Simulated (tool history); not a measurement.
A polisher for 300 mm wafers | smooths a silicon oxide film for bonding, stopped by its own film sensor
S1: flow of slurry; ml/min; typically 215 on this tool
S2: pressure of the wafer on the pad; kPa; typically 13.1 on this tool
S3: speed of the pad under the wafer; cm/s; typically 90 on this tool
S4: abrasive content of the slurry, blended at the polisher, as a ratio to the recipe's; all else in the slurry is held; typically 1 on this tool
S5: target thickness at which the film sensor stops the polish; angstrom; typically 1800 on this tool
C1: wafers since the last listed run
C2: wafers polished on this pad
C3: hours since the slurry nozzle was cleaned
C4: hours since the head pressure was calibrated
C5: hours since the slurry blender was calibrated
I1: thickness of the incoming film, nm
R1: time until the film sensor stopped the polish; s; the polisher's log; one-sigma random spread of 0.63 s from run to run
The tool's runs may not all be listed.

run	hour	S1	S2	S3	S4	S5	C1	C2	C3	C4	C5	I1	R1
1	0	185	13.1	104	1	1800	0	233	652.3	1499.8	110.9	209.8	42.2
2	7.2	265	13.1	90	1	1800	70	304	659.5	1507	118.1	211.8	48.4
3	21.6	215	13.1	90	1	1800	141	445	673.9	1521.4	132.5	208.2	44.2
4	36.9	215	13.1	90	1	1800	150	595	689.2	1536.7	147.8	208.1	44.2
5	54.3	215	13.1	90	1	1800	170	766	706.6	1554.1	165.2	214.1	53.9
6	66.1	215	13.1	90	1	1800	115	882	718.4	1565.9	177	211.7	49.1
7	76	215	13.1	90	1	1800	97	979	728.3	1575.8	186.9	211.8	50.2
# hour 85.3: worn pad replaced by a new one
8	85.8	215	11	90	1	1800	56	4	738.1	1585.6	196.7	208.3	57.5
9	97.5	215	11	90	1	1800	114	119	749.8	1597.3	208.4	206.9	55.9
10	114	215	13.1	90	1	1800	161	281	766.3	1613.8	224.9	210.2	52.3
11	122.1	215	13.1	90	1	1800	79	361	774.4	1621.9	233	211.7	56.6
# hour 124.1: slurry blender recalibrated
12	129.9	215	13.1	90	0.8	1890	56	418	782.2	1629.7	5.8	209.1	41.7
13	139.9	215	13.1	90	1	1800	98	516	792.2	1639.7	15.8	209.3	50.9
# hour 145.4: worn pad replaced by a new one, repeated, since the last time left the tool worse
# hour 149.7: slurry nozzle cleaned
14	156.5	160	13.1	72	1	1800	113	99	6.8	1656.3	32.4	212.2	61.7
15	173.4	170	13.1	112	0.8	1710	165	265	23.7	1673.2	49.3	212.7	64.7
# hour 186.1: head pressure recalibrated
16	191.3	255	13.1	90	0.85	1800	156	421	41.6	5.2	67.2	209.6	51.5
17	205.9	270	15.9	112	0.9	1800	143	564	56.2	19.8	81.8	211.8	36.1
18	215.8	215	13.1	108	1	1800	97	661	66.1	29.7	91.7	206.5	36.1
19	226.3	215	13.1	90	1	1710	103	764	76.6	40.2	102.2	209	59.7
20	235.3	215	11	90	1	1830	88	852	85.6	49.2	111.2	211.1	52.7
21	241.8	155	15.2	90	1	1800	63	916	92.1	55.7	117.7	211.3	45.3

Consider 3 possible next runs. They are alternatives, not a sequence: every one starts from the tool as it was left by run 21. What does each give?
A	242.2	215	13.1	90	1	1800	3	920	92.5	56.1	118.1	210.7	?
B	242.2	215	13.1	74	1.2	1720	3	920	92.5	56.1	118.1	210.7	?
C	242.2	215	17.2	64	1	1800	3	920	92.5	56.1	118.1	210.7	?

run	R1
A	48.7
B	64.8
C	48.6
Without the tool's hidden state the same runs would have given:
run	R1
A	45.8
B	60.9
C	45.7
